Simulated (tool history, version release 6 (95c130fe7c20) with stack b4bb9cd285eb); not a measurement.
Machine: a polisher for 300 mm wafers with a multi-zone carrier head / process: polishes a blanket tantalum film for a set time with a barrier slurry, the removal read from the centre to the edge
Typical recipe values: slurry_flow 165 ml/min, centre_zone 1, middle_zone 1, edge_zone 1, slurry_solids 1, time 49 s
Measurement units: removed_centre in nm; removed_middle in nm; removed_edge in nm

run   hour  slurry_flow  centre_zone  middle_zone  edge_zone  slurry_solids  time  wafers since the last listed run  wafers polished on this pad  hours since the slurry nozzle was cleaned  hours since the centre zone pressure was calibrated  hours since the edge zone pressure was calibrated  hours since the carrier head's membrane was replaced  incoming thickness of the incoming film, nm  removed_centre  removed_middle  removed_edge
  1      0          165         1.06            1       0.91           1.25    49                                 0                          834                                      296.1                                                126.6                                                221                                                 105.7                                        452.5           120.8           115.9         107.7
  2   16.2          165            1            1          1              1    49                                94                          929                                      312.3                                                142.8                                              237.2                                                 121.9                                        457.4           109.7           112.1         106.7
  3   40.3          105            1            1       0.96              1    59                               141                         1070                                      336.4                                                166.9                                              261.3                                                   146                                        457.8           119.1             122         119.5
  4   52.5          165            1            1          1              1    49                                71                         1141                                      348.6                                                179.1                                              273.5                                                 158.2                                          450           110.2           109.4         105.4
      74.2  -- worn pad replaced by a new one
  5    122          165            1            1          1              1    49                               383                          280                                      418.1                                                248.6                                                343                                                 227.7                                        450.6           111.7           115.2           109
     127.8  -- slurry nozzle cleaned
  6  153.5          165         1.09            1          1              1    49                               178                          458                                       25.7                                                280.1                                              374.5                                                 259.2                                        445.9           120.6           111.3         108.2
  7  189.2          165            1            1          1            0.9    49                               209                          667                                       61.4                                                315.8                                              410.2                                                 294.9                                        452.7           107.9           109.2         103.5
  8    208          165            1            1          1              1    49                               110                          778                                       80.2                                                334.6                                                429                                                 313.7                                        439.6           109.5           109.6         104.5
  9  234.3          140            1            1       1.07            0.9    49                               154                          932                                      106.5                                                360.9                                              455.3                                                   340                                        454.8             103           104.9         103.2
 10  260.4          165            1         1.08        0.9              1    49                               152                         1085                                      132.6                                                  387                                              481.4                                                 366.1                                          449           109.7           118.5         102.7
 11  282.2          110            1            1          1              1    49                               127                         1212                                      154.4                                                408.8                                              503.2                                                 387.9                                          453              99           102.3         100.5

Run 12, settings as shown, results not yet in. Your forecast:
     310.5  -- centre zone pressure recalibrated
 12   311          140            1            1       0.93              1    49                               156                         1369                                      183.2                                                  0.5                                                532                                                 416.7                                          459               ?               ?             ?

removed_centre: 105.4 nm
removed_middle: 107.3 nm
removed_edge: 100.1 nm
The same run, on a tool lacking any hidden state, would have yielded removed_centre 112.9 nm, removed_middle 114.9 nm, removed_edge 107.1 nm.
